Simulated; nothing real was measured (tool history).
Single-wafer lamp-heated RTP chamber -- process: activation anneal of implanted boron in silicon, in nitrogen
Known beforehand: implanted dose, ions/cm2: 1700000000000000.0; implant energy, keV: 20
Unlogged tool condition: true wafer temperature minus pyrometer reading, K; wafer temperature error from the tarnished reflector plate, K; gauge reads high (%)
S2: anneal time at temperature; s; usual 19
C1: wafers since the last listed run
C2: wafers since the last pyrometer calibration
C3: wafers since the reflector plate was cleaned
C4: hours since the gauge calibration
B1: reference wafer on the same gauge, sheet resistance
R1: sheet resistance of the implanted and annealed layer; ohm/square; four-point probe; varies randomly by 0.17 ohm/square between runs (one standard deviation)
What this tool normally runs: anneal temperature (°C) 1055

{"run": 1, "hour": 0.0, "anneal temperature (°C)": 1055, "S2": 19, "C1": 0, "C2": 6784, "C3": 6718, "C4": 498.9, "B1": 79.91, "R1": 77.26}
{"run": 2, "hour": 13.6, "anneal temperature (°C)": 1055, "S2": 19, "C1": 120, "C2": 6905, "C3": 6839, "C4": 512.5, "B1": 79.93, "R1": 77.12}
{"run": 3, "hour": 20.7, "anneal temperature (°C)": 1055, "S2": 19, "C1": 63, "C2": 6968, "C3": 6902, "C4": 519.6, "B1": 79.87, "R1": 77.27}
{"run": 4, "hour": 38.2, "anneal temperature (°C)": 1047, "S2": 19, "C1": 155, "C2": 7123, "C3": 7057, "C4": 537.1, "B1": 79.86, "R1": 78.27}
{"run": 5, "hour": 45.9, "anneal temperature (°C)": 1047, "S2": 19, "C1": 68, "C2": 7192, "C3": 7126, "C4": 544.8, "B1": 79.87, "R1": 78.12}
{"run": 6, "hour": 56.7, "anneal temperature (°C)": 1047, "S2": 19, "C1": 96, "C2": 7288, "C3": 7222, "C4": 555.6, "B1": 79.89, "R1": 78.12}
{"run": 7, "hour": 69.8, "anneal temperature (°C)": 1073, "S2": 19, "C1": 116, "C2": 7404, "C3": 7338, "C4": 568.7, "B1": 79.89, "R1": 75.47}
{"run": 8, "hour": 76.4, "anneal temperature (°C)": 1055, "S2": 19, "C1": 58, "C2": 7463, "C3": 7397, "C4": 575.3, "B1": 79.89, "R1": 77.26}
{"run": 9, "hour": 83.0, "anneal temperature (°C)": 1055, "S2": 19, "C1": 58, "C2": 7522, "C3": 7456, "C4": 581.9, "B1": 79.91, "R1": 77.22}
{"hour": 96.9, "done": "pyrometer window cleaned and pyrometer calibrated"}
{"run": 10, "hour": 97.4, "anneal temperature (°C)": 1055, "S2": 19, "C1": 56, "C2": 4, "C3": 7513, "C4": 596.3, "B1": 79.87, "R1": 78.74}
{"run": 11, "hour": 105.9, "anneal temperature (°C)": 1055, "S2": 19, "C1": 75, "C2": 80, "C3": 7588, "C4": 604.8, "B1": 79.85, "R1": 78.82}
{"run": 12, "hour": 112.9, "anneal temperature (°C)": 1055, "S2": 19, "C1": 62, "C2": 142, "C3": 7650, "C4": 611.8, "B1": 79.84, "R1": 78.93}
{"hour": 130.9, "done": "reflector plate cleaned"}
{"run": 13, "hour": 131.4, "anneal temperature (°C)": 1055, "S2": 19, "C1": 93, "C2": 235, "C3": 4, "C4": 630.3, "B1": 79.93, "R1": 78.74}
{"run": 14, "hour": 146.0, "anneal temperature (°C)": 1055, "S2": 19, "C1": 129, "C2": 365, "C3": 134, "C4": 644.9, "B1": 79.89, "R1": 78.8}
{"run": 15, "hour": 159.8, "anneal temperature (°C)": 1055, "S2": 19, "C1": 122, "C2": 488, "C3": 256, "C4": 658.7, "B1": 79.92, "R1": 78.59}
{"run": 16, "hour": 172.5, "anneal temperature (°C)": 1076, "S2": 23, "C1": 112, "C2": 601, "C3": 369, "C4": 671.4, "B1": 79.88, "R1": 75.6}
{"hour": 172.7, "done": "gauge calibrated"}
{"run": 17, "hour": 184.5, "anneal temperature (°C)": 1029, "S2": 10, "C1": 106, "C2": 707, "C3": 476, "C4": 11.8, "B1": 79.89, "R1": 83.86}
{"run": 18, "hour": 191.7, "anneal temperature (°C)": 1055, "S2": 19, "C1": 64, "C2": 771, "C3": 540, "C4": 19, "B1": 79.95, "R1": 78.37}
{"run": 19, "hour": 240.8, "anneal temperature (°C)": 1070, "S2": 12, "C1": 436, "C2": 1208, "C3": 977, "C4": 68.1, "B1": 79.85, "R1": 77.87}
{"run": 20, "hour": 247.2, "anneal temperature (°C)": 1040, "S2": 19, "C1": 56, "C2": 1265, "C3": 1033, "C4": 74.5, "B1": 79.9, "R1": 80.57}
{"run": 21, "hour": 263.3, "anneal temperature (°C)": 1055, "S2": 19, "C1": 143, "C2": 1408, "C3": 1177, "C4": 90.6, "B1": 79.96, "R1": 78.66}
{"run": 22, "hour": 277.6, "anneal temperature (°C)": 1047, "S2": 13, "C1": 127, "C2": 1535, "C3": 1304, "C4": 104.9, "B1": 79.91, "R1": 80.28}
{"run": 23, "hour": 286.4, "anneal temperature (°C)": 1074, "S2": 26, "C1": 78, "C2": 1613, "C3": 1382, "C4": 113.7, "B1": 79.92, "R1": 75.12}
{"run": 24, "hour": 298.0, "anneal temperature (°C)": 1065, "S2": 10, "C1": 103, "C2": 1716, "C3": 1485, "C4": 125.3, "B1": 79.94, "R1": 78.96}
{"run": 25, "hour": 307.5, "anneal temperature (°C)": 1055, "S2": 19, "C1": 84, "C2": 1801, "C3": 1570, "C4": 134.8, "B1": 79.84, "R1": 78.54}
{"run": 26, "hour": 314.6, "anneal temperature (°C)": 1073, "S2": 16, "C1": 63, "C2": 1864, "C3": 1633, "C4": 141.9, "B1": 79.85, "R1": 76.93}
{"run": 27, "hour": 324.9, "anneal temperature (°C)": 1047, "S2": 19, "C1": 91, "C2": 1956, "C3": 1724, "C4": 152.2, "B1": 79.94, "R1": 79.2}
{"run": 28, "hour": 334.9, "anneal temperature (°C)": 1047, "S2": 13, "C1": 88, "C2": 2045, "C3": 1813, "C4": 162.2, "B1": 79.91, "R1": 80.12}
{"run": 29, "hour": 342.7, "anneal temperature (°C)": 1055, "S2": 19, "C1": 69, "C2": 2114, "C3": 1883, "C4": 170, "B1": 79.91, "R1": 78.41}
{"run": 30, "hour": 354.6, "anneal temperature (°C)": 1055, "S2": 19, "C1": 105, "C2": 2220, "C3": 1988, "C4": 181.9, "B1": 79.89, "R1": 78.12}
{"run": 31, "hour": 366.3, "anneal temperature (°C)": 1077, "S2": 19, "C1": 104, "C2": 2324, "C3": 2092, "C4": 193.6, "B1": 79.94, "R1": 76.03}
{"run": 32, "hour": 383.1, "anneal temperature (°C)": 1069, "S2": 11, "C1": 149, "C2": 2473, "C3": 2242, "C4": 210.4, "B1": 79.92, "R1": 78.33}
{"run": 33, "hour": 390.4, "anneal temperature (°C)": 1083, "S2": 28, "C1": 64, "C2": 2538, "C3": 2307, "C4": 217.7, "B1": 79.88, "R1": 74.36}
{"run": 34, "hour": 398.8, "anneal temperature (°C)": 1027, "S2": 12, "C1": 74, "C2": 2613, "C3": 2381, "C4": 226.1, "B1": 79.9, "R1": 83.34}
{"run": 35, "hour": 411.7, "anneal temperature (°C)": 1069, "S2": 22, "C1": 114, "C2": 2727, "C3": 2496, "C4": 239, "B1": 79.87, "R1": 76.26}
{"run": 36, "hour": 419.3, "anneal temperature (°C)": 1055, "S2": 19, "C1": 67, "C2": 2795, "C3": 2564, "C4": 246.6, "B1": 79.83, "R1": 78.22}
{"run": 37, "hour": 430.1, "anneal temperature (°C)": 1034, "S2": 24, "C1": 96, "C2": 2891, "C3": 2660, "C4": 257.4, "B1": 79.89, "R1": 80.55}
{"run": 38, "hour": 446.1, "anneal temperature (°C)": 1055, "S2": 19, "C1": 142, "C2": 3033, "C3": 2802, "C4": 273.4, "B1": 79.94, "R1": 78.08}

3 options for the next run, each taken on its own from the tool as it stands now. Forecast them:
{"run": "A", "hour": 446.5, "anneal temperature (°C)": 1037, "S2": 19, "C1": 3, "C2": 3037, "C3": 2806, "C4": 273.8, "B1": "?", "R1": "?"}
{"run": "B", "hour": 446.5, "anneal temperature (°C)": 1055, "S2": 8, "C1": 3, "C2": 3037, "C3": 2806, "C4": 273.8, "B1": "?", "R1": "?"}
{"run": "C", "hour": 446.5, "anneal temperature (°C)": 1035, "S2": 25, "C1": 3, "C2": 3037, "C3": 2806, "C4": 273.8, "B1": "?", "R1": "?"}

run=A B1=79.84 R1=80.73
run=B B1=79.84 R1=80.27
run=C B1=79.84 R1=80.47
Without the tool's hidden state the same runs would have given:
run=A R1=81.57
run=B R1=80.84
run=C R1=81.29
